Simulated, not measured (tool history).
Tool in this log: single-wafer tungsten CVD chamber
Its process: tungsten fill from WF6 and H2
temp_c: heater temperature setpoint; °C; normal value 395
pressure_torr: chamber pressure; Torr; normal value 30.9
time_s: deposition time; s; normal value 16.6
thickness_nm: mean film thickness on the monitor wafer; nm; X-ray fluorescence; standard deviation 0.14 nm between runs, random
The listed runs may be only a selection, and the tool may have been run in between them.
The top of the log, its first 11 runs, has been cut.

run	hour	temp_c	pressure_torr	time_s	wafers since the last listed run	hours since the last thermocouple change	hours since the last manometer calibration	hours since the showerhead was replaced	hours since the gauge calibration	read-back reference wafer on the same gauge, thickness_nm	thickness_nm
12	163.2	395	30.9	16.6	310	861.8	3058.3	4404.6	327.4	39.292	42.764
13	176	395	30.9	16.6	265	874.6	3071.1	4417.4	340.2	39.284	42.751
# hour 189.4: thermocouple changed; heater temperature recalibrated
# hour 208.1: capacitance manometer re-zeroed and calibrated
# hour 223.5: showerhead replaced
14	225.4	384	30.9	16.6	526	36	17.3	1.9	389.6	39.32	34.397
15	236.4	384	30.9	16.6	227	47	28.3	12.9	400.6	39.321	34.277
16	249.6	384	30.9	16.6	273	60.2	41.5	26.1	413.8	39.297	34.254
17	259.1	381	33.7	18.5	196	69.7	51	35.6	423.3	39.31	36.728
18	265.6	382	30.9	14	134	76.2	57.5	42.1	429.8	39.323	27.798
19	279.8	395	30.9	16.6	294	90.4	71.7	56.3	444	39.299	42.883
20	291.8	395	35.6	16.6	248	102.4	83.7	68.3	456	39.316	44.519
21	305.8	395	30.9	16.6	290	116.4	97.7	82.3	470	39.315	42.669
22	318.8	402	32.9	15.3	269	129.4	110.7	95.3	483	39.283	45.77
23	326.7	399	35.2	18.6	163	137.3	118.6	103.2	490.9	39.321	53.783
24	336.3	403	35.8	16.6	198	146.9	128.2	112.8	500.5	39.316	52.242
# hour 341.4: gauge calibrated
25	345.2	395	30.9	16.6	184	155.8	137.1	121.7	3.8	39.332	42.888
26	362.6	395	30.9	19.3	360	173.2	154.5	139.1	21.2	39.308	49.776
27	368.8	410	26	13.7	128	179.4	160.7	145.3	27.4	39.271	44.462
28	378.5	410	26	13.7	200	189.1	170.4	155	37.1	39.287	44.592
29	385.1	381	38.4	16.6	136	195.7	177	161.6	43.7	39.311	34.285
30	397.8	383	36.2	19	263	208.4	189.7	174.3	56.4	39.31	40.076
31	411.9	395	36.3	16.6	292	222.5	203.8	188.4	70.5	39.32	44.841
32	424.5	387	36.6	16.6	261	235.1	216.4	201	83.1	39.291	38.096
33	440.3	391	37	15.1	327	250.9	232.2	216.8	98.9	39.307	37.856
34	457.8	401	28.2	18.1	362	268.4	249.7	234.3	116.4	39.298	51.463

Forecast each of these 4 alternatives for the next run:
A	458.2	395	26.6	16.6	8	268.8	250.1	234.7	116.8	?	?
B	458.2	381	30.9	16.6	8	268.8	250.1	234.7	116.8	?	?
C	458.2	390	30.9	16.6	8	268.8	250.1	234.7	116.8	?	?
D	458.2	399	23.2	18.8	8	268.8	250.1	234.7	116.8	?	?

run	read-back reference wafer on the same gauge, thickness_nm	thickness_nm
A	39.303	41.037
B	39.303	32.095
C	39.303	38.646
D	39.303	48.628
Take away the tool's hidden state, keep each run's random variation, and the runs would have read:
run	thickness_nm
A	41.037
B	32.095
C	38.646
D	48.628
